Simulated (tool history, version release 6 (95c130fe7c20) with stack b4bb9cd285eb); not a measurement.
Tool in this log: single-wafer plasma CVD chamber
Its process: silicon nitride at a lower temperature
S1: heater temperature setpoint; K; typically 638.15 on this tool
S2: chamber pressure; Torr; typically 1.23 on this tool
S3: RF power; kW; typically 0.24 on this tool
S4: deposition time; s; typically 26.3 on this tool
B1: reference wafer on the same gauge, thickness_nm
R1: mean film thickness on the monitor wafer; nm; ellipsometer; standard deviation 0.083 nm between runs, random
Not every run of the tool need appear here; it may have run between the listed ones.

run 1 hour=0 | S1=638.15 S2=1.23 S3=0.24 S4=26.3 | B1=20.523 | R1=24.467
run 2 hour=23.6 | S1=638.15 S2=1.23 S3=0.24 S4=26.3 | B1=20.507 | R1=24.382
run 3 hour=55.1 | S1=638.15 S2=1.23 S3=0.21 S4=26.3 | B1=20.542 | R1=22.599
run 4 hour=71.6 | S1=638.15 S2=1.23 S3=0.24 S4=26.3 | B1=20.524 | R1=24.309
run 5 hour=105.4 | S1=638.15 S2=1.23 S3=0.24 S4=26.3 | B1=20.5 | R1=24.319
-- hour=128.2 RF generator calibrated
run 6 hour=130.9 | S1=638.15 S2=1.23 S3=0.24 S4=26.3 | B1=20.478 | R1=25.236
run 7 hour=158.4 | S1=638.15 S2=1.23 S3=0.24 S4=26.3 | B1=20.494 | R1=25.445
-- hour=168.4 showerhead replaced
run 8 hour=186.7 | S1=638.15 S2=1.23 S3=0.24 S4=26.3 | B1=20.501 | R1=25.461
run 9 hour=217.8 | S1=638.15 S2=1.23 S3=0.24 S4=26.3 | B1=20.491 | R1=25.386
run 10 hour=243.6 | S1=638.15 S2=1.23 S3=0.24 S4=26.3 | B1=20.483 | R1=25.401
run 11 hour=265.3 | S1=638.15 S2=0.93 S3=0.24 S4=26.3 | B1=20.469 | R1=24.144
run 12 hour=279.7 | S1=647.15 S2=1.5 S3=0.27 S4=21.4 | B1=20.527 | R1=22.71
run 13 hour=307.7 | S1=638.15 S2=1.23 S3=0.24 S4=23.3 | B1=20.496 | R1=22.452
run 14 hour=320.9 | S1=626.15 S2=1.23 S3=0.225 S4=26.3 | B1=20.492 | R1=24.805
run 15 hour=344.6 | S1=627.15 S2=1.01 S3=0.255 S4=31.5 | B1=20.488 | R1=30.578
-- hour=375.7 capacitance manometer re-zeroed and calibrated
run 16 hour=376.2 | S1=638.15 S2=1.23 S3=0.24 S4=26.3 | B1=20.508 | R1=25.319
run 17 hour=385.8 | S1=628.15 S2=1.23 S3=0.24 S4=28.6 | B1=20.49 | R1=27.68
run 18 hour=483.3 | S1=638.15 S2=1.23 S3=0.24 S4=26.3 | B1=20.482 | R1=25.316
-- hour=491.1 gauge calibrated
-- hour=511.7 thermocouple changed; heater temperature recalibrated
run 19 hour=512.2 | S1=628.15 S2=0.99 S3=0.275 S4=21.1 | B1=20.51 | R1=21.027
run 20 hour=542.7 | S1=638.15 S2=1.23 S3=0.27 S4=30.9 | B1=20.51 | R1=31.691
run 21 hour=570.3 | S1=638.15 S2=1.23 S3=0.2 S4=28.6 | B1=20.527 | R1=24.937
run 22 hour=589.1 | S1=624.15 S2=1.23 S3=0.215 S4=24.3 | B1=20.479 | R1=22.194
run 23 hour=621.8 | S1=644.15 S2=1.15 S3=0.195 S4=23.6 | B1=20.482 | R1=20.106
run 24 hour=646.6 | S1=646.15 S2=1.47 S3=0.28 S4=21.6 | B1=20.499 | R1=23.137
run 25 hour=660.6 | S1=629.15 S2=1.07 S3=0.24 S4=28.2 | B1=20.488 | R1=26.245
run 26 hour=687.5 | S1=638.15 S2=1.23 S3=0.24 S4=26.3 | B1=20.501 | R1=25.214
run 27 hour=716.8 | S1=638.15 S2=1.23 S3=0.24 S4=26.3 | B1=20.505 | R1=25.147
run 28 hour=732.4 | S1=633.15 S2=1.13 S3=0.225 S4=31.5 | B1=20.487 | R1=28.575

Below are 5 alternative next runs, each starting from the tool's condition after run 28. Predict each:
run A hour=732.8 | S1=638.15 S2=1.02 S3=0.24 S4=26.3 | B1=? | R1=?
run B hour=732.8 | S1=651.15 S2=1.15 S3=0.22 S4=22.4 | B1=? | R1=?
run C hour=732.8 | S1=631.15 S2=1.1 S3=0.27 S4=30.1 | B1=? | R1=?
run D hour=732.8 | S1=638.15 S2=1.23 S3=0.24 S4=24.5 | B1=? | R1=?
run E hour=732.8 | S1=638.15 S2=1.06 S3=0.22 S4=26.3 | B1=? | R1=?

run=A B1=20.486 R1=24.393
run=B B1=20.486 R1=20.167
run=C B1=20.486 R1=30.221
run=D B1=20.486 R1=23.525
run=E B1=20.486 R1=23.454
Without the tool's unlogged condition, the same runs would have read:
run=A R1=24.717
run=B R1=20.448
run=C R1=30.623
run=D R1=23.838
run=E R1=23.781
